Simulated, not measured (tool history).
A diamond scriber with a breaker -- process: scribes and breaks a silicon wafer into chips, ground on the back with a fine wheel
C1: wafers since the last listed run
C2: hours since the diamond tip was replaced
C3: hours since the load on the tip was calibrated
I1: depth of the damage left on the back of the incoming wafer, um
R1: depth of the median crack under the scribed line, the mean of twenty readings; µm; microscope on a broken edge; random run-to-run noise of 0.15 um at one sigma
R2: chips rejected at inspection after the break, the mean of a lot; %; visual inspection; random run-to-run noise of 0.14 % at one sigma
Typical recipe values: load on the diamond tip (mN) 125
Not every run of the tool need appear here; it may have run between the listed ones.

Run 1, hour 0.0: usual settings but load on the diamond tip (mN) 152; C1 0; C2 841.2; C3 1505.3; I1 1.51. Result: R1 10.27 µm, R2 5.89 %.
Run 2, hour 7.2: usual settings but load on the diamond tip (mN) 152; C1 15; C2 848.4; C3 1512.5; I1 1.52. Result: R1 10.02 µm, R2 6.11 %.
Run 3, hour 18.9: usual settings; C1 25; C2 860.1; C3 1524.2; I1 2.44. Result: R1 8.49 µm, R2 2.74 %.
Run 4, hour 26.4: usual settings; C1 16; C2 867.6; C3 1531.7; I1 2.04. Result: R1 8.67 µm, R2 1.73 %.
Run 5, hour 33.8: usual settings; C1 15; C2 875.0; C3 1539.1; I1 1.68. Result: R1 8.62 µm, R2 1.44 %.
Run 6, hour 51.3: usual settings; C1 37; C2 892.5; C3 1556.6; I1 1.71. Result: R1 8.60 µm, R2 1.37 %.
Run 7, hour 62.6: usual settings but load on the diamond tip (mN) 117; C1 24; C2 903.8; C3 1567.9; I1 2.68. Result: R1 8.13 µm, R2 4.40 %.
Run 8, hour 71.9: usual settings but load on the diamond tip (mN) 117; C1 19; C2 913.1; C3 1577.2; I1 2.12. Result: R1 8.06 µm, R2 2.50 %.
Run 9, hour 85.1: usual settings but load on the diamond tip (mN) 117; C1 28; C2 926.3; C3 1590.4; I1 2.11. Result: R1 8.16 µm, R2 3.15 %.
Run 10, hour 101.8: usual settings; C1 35; C2 943.0; C3 1607.1; I1 2.97. Result: R1 8.57 µm, R2 4.10 %.
Run 11, hour 112.2: usual settings; C1 22; C2 953.4; C3 1617.5; I1 1.56. Result: R1 8.64 µm, R2 1.29 %.
Run 12, hour 119.2: usual settings; C1 14; C2 960.4; C3 1624.5; I1 2.55. Result: R1 8.82 µm, R2 2.53 %.
At hour 128.0: diamond tip replaced by a new one.
Run 13, hour 128.5: usual settings; C1 15; C2 0.5; C3 1633.8; I1 2.14. Result: R1 8.46 µm, R2 1.77 %.
Run 14, hour 142.9: usual settings; C1 30; C2 14.9; C3 1648.2; I1 1.91. Result: R1 8.53 µm, R2 1.63 %.
Run 15, hour 157.3: usual settings but load on the diamond tip (mN) 150; C1 30; C2 29.3; C3 1662.6; I1 2.39. Result: R1 10.54 µm, R2 6.10 %.
Run 16, hour 174.8: usual settings; C1 37; C2 46.8; C3 1680.1; I1 2.04. Result: R1 8.49 µm, R2 1.83 %.
At hour 177.3: load on the tip recalibrated.
Run 17, hour 191.7: usual settings but load on the diamond tip (mN) 141; C1 31; C2 63.7; C3 14.4; I1 2.58. Result: R1 9.81 µm, R2 3.94 %.
Run 18, hour 198.8: usual settings but load on the diamond tip (mN) 105; C1 15; C2 70.8; C3 21.5; I1 2.26. Result: R1 7.19 µm, R2 7.50 %.
Run 19, hour 215.6: usual settings but load on the diamond tip (mN) 102; C1 35; C2 87.6; C3 38.3; I1 2.14. Result: R1 6.86 µm, R2 8.73 %.
Run 20, hour 231.3: usual settings but load on the diamond tip (mN) 88; C1 33; C2 103.3; C3 54.0; I1 2.52. Result: R1 5.98 µm, R2 25.22 %.
Run 21, hour 249.2: usual settings; C1 38; C2 121.2; C3 71.9; I1 2.58. Result: R1 8.52 µm, R2 2.78 %.
Run 22, hour 263.1: usual settings but load on the diamond tip (mN) 87; C1 29; C2 135.1; C3 85.8; I1 1.55. Result: R1 5.61 µm, R2 24.56 %.
Run 23, hour 270.5: usual settings but load on the diamond tip (mN) 97; C1 15; C2 142.5; C3 93.2; I1 2.44. Result: R1 6.59 µm, R2 12.70 %.
Run 24, hour 282.8: usual settings but load on the diamond tip (mN) 143; C1 26; C2 154.8; C3 105.5; I1 1.88. Result: R1 9.54 µm, R2 3.57 %.
Run 25, hour 290.1: usual settings but load on the diamond tip (mN) 143; C1 15; C2 162.1; C3 112.8; I1 2.48. Result: R1 9.75 µm, R2 4.00 %.
Run 26, hour 307.5: usual settings; C1 37; C2 179.5; C3 130.2; I1 2.96. Result: R1 8.44 µm, R2 3.81 %.

Exercise: give the hidden state of the tool at every run:
share of the diamond tip's cutting effectiveness lost through wear, %: 0, the same for each run
deviation of the load on the tip from its setpoint, %: 0, the same for each run
